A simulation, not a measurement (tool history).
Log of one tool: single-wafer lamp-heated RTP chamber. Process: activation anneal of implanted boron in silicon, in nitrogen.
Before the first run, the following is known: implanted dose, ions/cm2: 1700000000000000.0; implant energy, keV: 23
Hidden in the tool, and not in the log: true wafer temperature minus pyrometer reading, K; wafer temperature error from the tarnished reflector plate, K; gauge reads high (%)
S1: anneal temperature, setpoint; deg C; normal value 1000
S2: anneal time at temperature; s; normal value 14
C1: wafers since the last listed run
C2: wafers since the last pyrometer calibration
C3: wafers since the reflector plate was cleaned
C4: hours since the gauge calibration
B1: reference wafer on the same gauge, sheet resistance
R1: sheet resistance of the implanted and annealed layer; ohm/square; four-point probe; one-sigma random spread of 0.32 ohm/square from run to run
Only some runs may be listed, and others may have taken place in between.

Run 1, hour 0: usual settings; C1 0; C2 5546; C3 9522; C4 222.8; B1 94.71. Result: R1 97.19 ohm/square.
Run 2, hour 31.1: usual settings; C1 451; C2 5997; C3 9973; C4 253.9; B1 94.39. Result: R1 96.78 ohm/square.
Run 3, hour 59.2: usual settings but S1 987 deg C, S2 17 s; C1 407; C2 6404; C3 10381; C4 282; B1 94.74. Result: R1 102.37 ohm/square.
Run 4, hour 91.6: usual settings but S1 987 deg C, S2 17 s; C1 469; C2 6874; C3 10851; C4 314.4; B1 94.69. Result: R1 102.25 ohm/square.
Run 5, hour 126.9: usual settings but S1 987 deg C, S2 17 s; C1 511; C2 7386; C3 11363; C4 349.7; B1 94.74. Result: R1 102.15 ohm/square.
Run 6, hour 161.7: usual settings; C1 504; C2 7891; C3 11867; C4 384.5; B1 94.69. Result: R1 96.93 ohm/square.
Run 7, hour 184.6: usual settings; C1 332; C2 8223; C3 12200; C4 407.4; B1 94.5. Result: R1 97.19 ohm/square.
Run 8, hour 202: usual settings; C1 252; C2 8475; C3 12452; C4 424.8; B1 94.58. Result: R1 97.04 ohm/square.
Run 9, hour 218.2: usual settings; C1 234; C2 8710; C3 12687; C4 441; B1 94.66. Result: R1 97.2 ohm/square.
At hour 240.7: pyrometer window cleaned and pyrometer calibrated.
Run 10, hour 241.2: usual settings; C1 217; C2 7; C3 12904; C4 464; B1 94.52. Result: R1 97.17 ohm/square.
Run 11, hour 270.8: usual settings but S1 991 deg C, S2 18 s; C1 429; C2 436; C3 13334; C4 493.6; B1 94.52. Result: R1 99.87 ohm/square.
Run 12, hour 305.4: usual settings; C1 501; C2 938; C3 13835; C4 528.2; B1 94.51. Result: R1 96.66 ohm/square.
Run 13, hour 321.5: usual settings but S2 12 s; C1 233; C2 1172; C3 14069; C4 544.3; B1 94.58. Result: R1 97.23 ohm/square.
Run 14, hour 336.1: usual settings but S2 12 s; C1 211; C2 1383; C3 14281; C4 558.9; B1 94.79. Result: R1 98.01 ohm/square.
At hour 350.5: reflector plate cleaned.
Run 15, hour 351: usual settings but S2 12 s; C1 100; C2 1483; C3 7; C4 573.8; B1 94.39. Result: R1 97.7 ohm/square.
Run 16, hour 364.4: usual settings but S1 1028 deg C, S2 17 s; C1 194; C2 1678; C3 201; C4 587.2; B1 94.59. Result: R1 89.51 ohm/square.
Run 17, hour 390.1: usual settings but S1 986 deg C, S2 19 s; C1 372; C2 2050; C3 574; C4 612.9; B1 94.69. Result: R1 102.26 ohm/square.
Run 18, hour 414.8: usual settings but S1 986 deg C, S2 19 s; C1 358; C2 2409; C3 932; C4 637.6; B1 94.6. Result: R1 102.32 ohm/square.
Run 19, hour 433.8: usual settings but S1 1025 deg C; C1 275; C2 2684; C3 1207; C4 656.6; B1 94.66. Result: R1 89.91 ohm/square.
Run 20, hour 465.8: usual settings but S2 6 s; C1 464; C2 3148; C3 1671; C4 688.6; B1 94.59. Result: R1 100.56 ohm/square.
At hour 477.5: gauge calibrated.
Run 21, hour 492.2: usual settings but S2 10 s; C1 382; C2 3531; C3 2054; C4 14.7; B1 94.6. Result: R1 98.71 ohm/square.
Run 22, hour 582.7: usual settings but S1 971 deg C, S2 20 s; C1 1312; C2 4844; C3 3367; C4 105.2; B1 94.53. Result: R1 113.06 ohm/square.
Run 23, hour 605.6: usual settings but S1 975 deg C; C1 332; C2 5176; C3 3699; C4 128.1; B1 94.6. Result: R1 112.96 ohm/square.

Run 24, settings as shown, results not yet in. Your forecast:
Run 24, hour 634.1: usual settings but S2 9 s; C1 413; C2 5589; C3 4112; C4 156.6; B1 ?. Result: R1 ?.

B1: 94.64
R1: 99.31 ohm/square
Had the tool carried no hidden state, the very same run would have given R1 99.31 ohm/square.

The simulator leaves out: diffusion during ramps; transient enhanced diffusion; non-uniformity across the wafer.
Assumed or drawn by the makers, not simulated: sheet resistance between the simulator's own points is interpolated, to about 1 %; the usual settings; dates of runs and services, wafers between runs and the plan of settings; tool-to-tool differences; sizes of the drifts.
